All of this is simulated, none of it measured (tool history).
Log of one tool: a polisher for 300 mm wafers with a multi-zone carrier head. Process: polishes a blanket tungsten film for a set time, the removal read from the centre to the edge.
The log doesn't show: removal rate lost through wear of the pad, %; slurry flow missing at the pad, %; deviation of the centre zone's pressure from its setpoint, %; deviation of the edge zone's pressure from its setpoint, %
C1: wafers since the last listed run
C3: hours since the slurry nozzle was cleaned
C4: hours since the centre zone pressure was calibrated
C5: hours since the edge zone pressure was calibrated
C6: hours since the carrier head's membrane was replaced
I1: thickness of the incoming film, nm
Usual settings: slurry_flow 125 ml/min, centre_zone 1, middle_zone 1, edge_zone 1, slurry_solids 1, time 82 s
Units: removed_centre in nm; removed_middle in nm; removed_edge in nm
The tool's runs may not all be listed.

Run 1, hour 0: usual settings but edge_zone 1.09; C1 0; wafers polished on this pad 110; C3 376.6; C4 37.1; C5 701.6; C6 1962.5; I1 1310. Result: removed_centre 480 nm, removed_middle 488.7 nm, removed_edge 503.4 nm.
Run 2, hour 21.8: usual settings but edge_zone 1.09; C1 255; wafers polished on this pad 365; C3 398.4; C4 58.9; C5 723.4; C6 1984.3; I1 1304.7. Result: removed_centre 486.1 nm, removed_middle 493.5 nm, removed_edge 510.9 nm.
Run 3, hour 36.6: usual settings but centre_zone 0.92; C1 173; wafers polished on this pad 538; C3 413.2; C4 73.7; C5 738.2; C6 1999.1; I1 1333.7. Result: removed_centre 429.3 nm, removed_middle 481.7 nm, removed_edge 478.6 nm.
Run 4, hour 54.9: usual settings but centre_zone 0.92; C1 214; wafers polished on this pad 752; C3 431.5; C4 92; C5 756.5; C6 2017.4; I1 1305.3. Result: removed_centre 442.4 nm, removed_middle 468.5 nm, removed_edge 485 nm.
At hour 67.3: edge zone pressure recalibrated.
Run 5, hour 72.7: usual settings; C1 184; wafers polished on this pad 937; C3 449.3; C4 109.8; C5 5.4; C6 2035.2; I1 1334.7. Result: removed_centre 472.3 nm, removed_middle 479.1 nm, removed_edge 485.6 nm.
At hour 97.7: worn pad replaced by a new one, repeated, since the last time left the tool worse.
Run 6, hour 101.8: usual settings; C1 293; wafers polished on this pad 48; C3 478.4; C4 138.9; C5 34.5; C6 2064.3; I1 1296.5. Result: removed_centre 551.5 nm, removed_middle 544.6 nm, removed_edge 547.9 nm.
Run 7, hour 194.2: usual settings but edge_zone 0.93; C1 1080; wafers polished on this pad 1129; C3 570.8; C4 231.3; C5 126.9; C6 2156.7; I1 1326. Result: removed_centre 525.7 nm, removed_middle 537.8 nm, removed_edge 525.7 nm.
At hour 209.7: slurry nozzle cleaned.
Run 8, hour 220.2: usual settings but slurry_flow 140 ml/min, edge_zone 0.95, slurry_solids 1.15, time 55 s; C1 292; wafers polished on this pad 1421; C3 10.5; C4 257.3; C5 152.9; C6 2182.7; I1 1300.2. Result: removed_centre 378.6 nm, removed_middle 377.1 nm, removed_edge 367.4 nm.
Run 9, hour 237.6: usual settings but time 100 s; C1 203; wafers polished on this pad 1625; C3 27.9; C4 274.7; C5 170.3; C6 2200.1; I1 1323.6. Result: removed_centre 633.5 nm, removed_middle 637.9 nm, removed_edge 650.3 nm.
At hour 254.5: worn pad replaced by a new one.
Run 10, hour 268.8: usual settings but slurry_flow 85 ml/min, time 111 s; C1 318; wafers polished on this pad 166; C3 59.1; C4 305.9; C5 201.5; C6 2231.3; I1 1303.2. Result: removed_centre 677.3 nm, removed_middle 682.9 nm, removed_edge 699.5 nm.
At hour 281.1: carrier head's membrane replaced by a new one.
Run 11, hour 302.4: usual settings; C1 334; wafers polished on this pad 501; C3 92.7; C4 339.5; C5 235.1; C6 21.3; I1 1285.7. Result: removed_centre 542.3 nm, removed_middle 551.3 nm, removed_edge 555.3 nm.
Run 12, hour 319.4: usual settings but slurry_flow 100 ml/min, edge_zone 0.91; C1 198; wafers polished on this pad 700; C3 109.7; C4 356.5; C5 252.1; C6 38.3; I1 1298.2. Result: removed_centre 530.1 nm, removed_middle 516.5 nm, removed_edge 509.3 nm.
At hour 328.1: centre zone pressure recalibrated.
Run 13, hour 338.3: usual settings but slurry_flow 95 ml/min, middle_zone 1.07, slurry_solids 1.1, time 58 s; C1 197; wafers polished on this pad 898; C3 128.6; C4 10.2; C5 271; C6 57.2; I1 1323.2. Result: removed_centre 367.2 nm, removed_middle 388.5 nm, removed_edge 380.9 nm.
Run 14, hour 355.8: usual settings but centre_zone 1.1; C1 204; wafers polished on this pad 1102; C3 146.1; C4 27.7; C5 288.5; C6 74.7; I1 1297.1. Result: removed_centre 583.3 nm, removed_middle 540.7 nm, removed_edge 542.1 nm.
At hour 388.2: worn pad replaced by a new one.
Run 15, hour 388.8: usual settings but time 95 s; C1 339; wafers polished on this pad 7; C3 179.1; C4 60.7; C5 321.5; C6 107.7; I1 1287.8. Result: removed_centre 636.5 nm, removed_middle 641.1 nm, removed_edge 644.3 nm.
Run 16, hour 423.1: usual settings but centre_zone 1.07, time 110 s; C1 401; wafers polished on this pad 408; C3 213.4; C4 95; C5 355.8; C6 142; I1 1304. Result: removed_centre 786 nm, removed_middle 732.9 nm, removed_edge 746.2 nm.
Run 17, hour 443.8: usual settings but middle_zone 1.1, time 95 s; C1 242; wafers polished on this pad 650; C3 234.1; C4 115.7; C5 376.5; C6 162.7; I1 1305.5. Result: removed_centre 622.5 nm, removed_middle 688 nm, removed_edge 628.4 nm.
Run 18, hour 475.8: usual settings but slurry_solids 0.75; C1 374; wafers polished on this pad 1024; C3 266.1; C4 147.7; C5 408.5; C6 194.7; I1 1296.2. Result: removed_centre 481.3 nm, removed_middle 490.1 nm, removed_edge 480.9 nm.
Run 19, hour 497.2: usual settings but slurry_solids 1.15; C1 250; wafers polished on this pad 1275; C3 287.5; C4 169.1; C5 429.9; C6 216.1; I1 1317.4. Result: removed_centre 540.4 nm, removed_middle 544.5 nm, removed_edge 565.1 nm.
At hour 528.4: worn pad replaced by a new one.
Run 20, hour 528.9: usual settings; C1 324; wafers polished on this pad 5; C3 319.2; C4 200.8; C5 461.6; C6 247.8; I1 1317.6. Result: removed_centre 549.4 nm, removed_middle 550.9 nm, removed_edge 567 nm.
Run 21, hour 545.5: usual settings but centre_zone 1.07; C1 194; wafers polished on this pad 199; C3 335.8; C4 217.4; C5 478.2; C6 264.4; I1 1296.3. Result: removed_centre 591.3 nm, removed_middle 555.9 nm, removed_edge 555.9 nm.

Some steps in removed_centre between neighbouring runs. How much of each would the tool show without its hidden state too (settings, what came in, random variation), and how much is left for the hidden state, with any gauge scatter that isn't in both results?
Run 5 -> 6: worn pad replaced by a new one, repeated, since the last time left the tool worse. removed_centre +79.2 nm: hidden state +75.8, all else +3.4.
Run 8 -> 9: slurry_flow 140 -> 125, edge_zone 0.95 -> 1, slurry_solids 1.15 -> 1, time 55 -> 100. removed_centre +254.9 nm: hidden state -24.1, all else +279.
Run 9 -> 10: slurry_flow 125 -> 85, time 100 -> 111, worn pad replaced by a new one. removed_centre +43.8 nm: hidden state +42.3, all else +1.5.
Run 13 -> 14: slurry_flow 95 -> 125, centre_zone 1 -> 1.1, middle_zone 1.07 -> 1, slurry_solids 1.1 -> 1, time 58 -> 82. removed_centre +216.1 nm: hidden state -11.6, all else +227.7.
